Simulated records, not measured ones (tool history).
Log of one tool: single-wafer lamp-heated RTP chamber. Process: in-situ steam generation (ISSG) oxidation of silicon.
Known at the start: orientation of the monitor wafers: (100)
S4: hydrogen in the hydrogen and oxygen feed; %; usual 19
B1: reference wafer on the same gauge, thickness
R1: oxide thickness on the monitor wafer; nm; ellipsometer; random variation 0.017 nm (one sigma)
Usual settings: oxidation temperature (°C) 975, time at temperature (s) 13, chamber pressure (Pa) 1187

{"run": 1, "day": 0.0, "oxidation temperature (°C)": 975, "time at temperature (s)": 13, "chamber pressure (Pa)": 1187, "S4": 19, "B1": 3.864, "R1": 4.135}
{"run": 2, "day": 1.562, "oxidation temperature (°C)": 975, "time at temperature (s)": 13, "chamber pressure (Pa)": 1187, "S4": 19, "B1": 3.861, "R1": 4.144}
{"day": 2.621, "done": "pyrometer window cleaned and pyrometer calibrated"}
{"run": 3, "day": 2.879, "oxidation temperature (°C)": 986, "time at temperature (s)": 13, "chamber pressure (Pa)": 1187, "S4": 19, "B1": 3.859, "R1": 4.225}
{"run": 4, "day": 4.812, "oxidation temperature (°C)": 986, "time at temperature (s)": 13, "chamber pressure (Pa)": 1187, "S4": 19, "B1": 3.86, "R1": 4.246}
{"run": 5, "day": 6.217, "oxidation temperature (°C)": 986, "time at temperature (s)": 13, "chamber pressure (Pa)": 1187, "S4": 19, "B1": 3.859, "R1": 4.226}
{"run": 6, "day": 7.546, "oxidation temperature (°C)": 975, "time at temperature (s)": 13, "chamber pressure (Pa)": 1187, "S4": 24, "B1": 3.86, "R1": 4.346}
{"run": 7, "day": 9.938, "oxidation temperature (°C)": 975, "time at temperature (s)": 13, "chamber pressure (Pa)": 1187, "S4": 19, "B1": 3.861, "R1": 4.072}
{"run": 8, "day": 12.496, "oxidation temperature (°C)": 975, "time at temperature (s)": 13, "chamber pressure (Pa)": 1187, "S4": 19, "B1": 3.861, "R1": 4.118}
{"run": 9, "day": 15.192, "oxidation temperature (°C)": 975, "time at temperature (s)": 13, "chamber pressure (Pa)": 1187, "S4": 19, "B1": 3.863, "R1": 4.131}
{"run": 10, "day": 18.025, "oxidation temperature (°C)": 975, "time at temperature (s)": 13, "chamber pressure (Pa)": 1187, "S4": 19, "B1": 3.855, "R1": 4.121}
{"run": 11, "day": 19.846, "oxidation temperature (°C)": 975, "time at temperature (s)": 13, "chamber pressure (Pa)": 1187, "S4": 19, "B1": 3.853, "R1": 4.161}
{"run": 12, "day": 21.571, "oxidation temperature (°C)": 975, "time at temperature (s)": 13, "chamber pressure (Pa)": 1187, "S4": 19, "B1": 3.855, "R1": 4.132}
{"run": 13, "day": 22.817, "oxidation temperature (°C)": 989, "time at temperature (s)": 13, "chamber pressure (Pa)": 1187, "S4": 21, "B1": 3.855, "R1": 4.453}
{"day": 28.15, "done": "hydrogen flow controller replaced"}
{"run": 14, "day": 28.171, "oxidation temperature (°C)": 989, "time at temperature (s)": 13, "chamber pressure (Pa)": 1187, "S4": 21, "B1": 3.86, "R1": 4.435}
{"day": 32.354, "done": "pyrometer window cleaned and pyrometer calibrated"}
{"day": 33.5, "done": "pressure gauge zeroed"}
{"run": 15, "day": 33.675, "oxidation temperature (°C)": 989, "time at temperature (s)": 13, "chamber pressure (Pa)": 1187, "S4": 21, "B1": 3.864, "R1": 4.51}
{"run": 16, "day": 36.054, "oxidation temperature (°C)": 958, "time at temperature (s)": 13, "chamber pressure (Pa)": 1187, "S4": 19, "B1": 3.863, "R1": 4.019}
{"run": 17, "day": 38.338, "oxidation temperature (°C)": 986, "time at temperature (s)": 11, "chamber pressure (Pa)": 1253, "S4": 19, "B1": 3.854, "R1": 4.055}
{"run": 18, "day": 39.538, "oxidation temperature (°C)": 975, "time at temperature (s)": 13, "chamber pressure (Pa)": 1187, "S4": 27, "B1": 3.862, "R1": 4.603}
{"run": 19, "day": 41.538, "oxidation temperature (°C)": 956, "time at temperature (s)": 13, "chamber pressure (Pa)": 1187, "S4": 19, "B1": 3.856, "R1": 4.003}
{"day": 42.329, "done": "pyrometer window cleaned and pyrometer calibrated, repeated, since the last time left the tool worse"}
{"run": 20, "day": 43.05, "oxidation temperature (°C)": 975, "time at temperature (s)": 13, "chamber pressure (Pa)": 1187, "S4": 19, "B1": 3.858, "R1": 4.073}
{"run": 21, "day": 45.95, "oxidation temperature (°C)": 975, "time at temperature (s)": 13, "chamber pressure (Pa)": 1187, "S4": 19, "B1": 3.855, "R1": 4.099}
{"day": 46.358, "done": "gauge calibrated"}
{"run": 22, "day": 46.979, "oxidation temperature (°C)": 965, "time at temperature (s)": 13, "chamber pressure (Pa)": 1187, "S4": 16, "B1": 3.863, "R1": 3.832}
{"run": 23, "day": 48.138, "oxidation temperature (°C)": 975, "time at temperature (s)": 13, "chamber pressure (Pa)": 1360, "S4": 19, "B1": 3.864, "R1": 3.996}
{"run": 24, "day": 52.433, "oxidation temperature (°C)": 975, "time at temperature (s)": 17, "chamber pressure (Pa)": 1187, "S4": 11, "B1": 3.865, "R1": 4.104}
{"run": 25, "day": 54.412, "oxidation temperature (°C)": 975, "time at temperature (s)": 13, "chamber pressure (Pa)": 1240, "S4": 13, "B1": 3.868, "R1": 3.745}
{"run": 26, "day": 55.904, "oxidation temperature (°C)": 975, "time at temperature (s)": 17, "chamber pressure (Pa)": 1027, "S4": 19, "B1": 3.855, "R1": 4.618}
{"run": 27, "day": 57.8, "oxidation temperature (°C)": 956, "time at temperature (s)": 16, "chamber pressure (Pa)": 1360, "S4": 11, "B1": 3.861, "R1": 3.687}
{"run": 28, "day": 60.238, "oxidation temperature (°C)": 956, "time at temperature (s)": 11, "chamber pressure (Pa)": 1187, "S4": 19, "B1": 3.853, "R1": 3.682}
{"run": 29, "day": 62.283, "oxidation temperature (°C)": 956, "time at temperature (s)": 11, "chamber pressure (Pa)": 1187, "S4": 19, "B1": 3.856, "R1": 3.668}
{"run": 30, "day": 63.592, "oxidation temperature (°C)": 975, "time at temperature (s)": 13, "chamber pressure (Pa)": 1187, "S4": 19, "B1": 3.869, "R1": 4.121}

The tool's hidden state at each run:
true pressure minus gauge reading, Torr: 0 in every run
deviation of the hydrogen flow from its setpoint, %: 0 in every run
gauge reads high (%): 0 in every run
H1: true wafer temperature minus pyrometer reading, K
run=1 H1=5.53
run=2 H1=5.88
run=3 H1=0.857
run=4 H1=1.3
run=5 H1=1.62
run=6 H1=1.92
run=7 H1=2.46
run=8 H1=3.05
run=9 H1=3.66
run=10 H1=4.31
run=11 H1=4.72
run=12 H1=5.12
run=13 H1=5.4
run=14 H1=6.62
run=15 H1=11.1
run=16 H1=11.6
run=17 H1=12.1
run=18 H1=12.4
run=19 H1=12.9
run=20 H1=0.96
run=21 H1=1.62
run=22 H1=1.86
run=23 H1=2.12
run=24 H1=3.1
run=25 H1=3.55
run=26 H1=3.89
run=27 H1=4.32
run=28 H1=4.88
run=29 H1=5.34
run=30 H1=5.64

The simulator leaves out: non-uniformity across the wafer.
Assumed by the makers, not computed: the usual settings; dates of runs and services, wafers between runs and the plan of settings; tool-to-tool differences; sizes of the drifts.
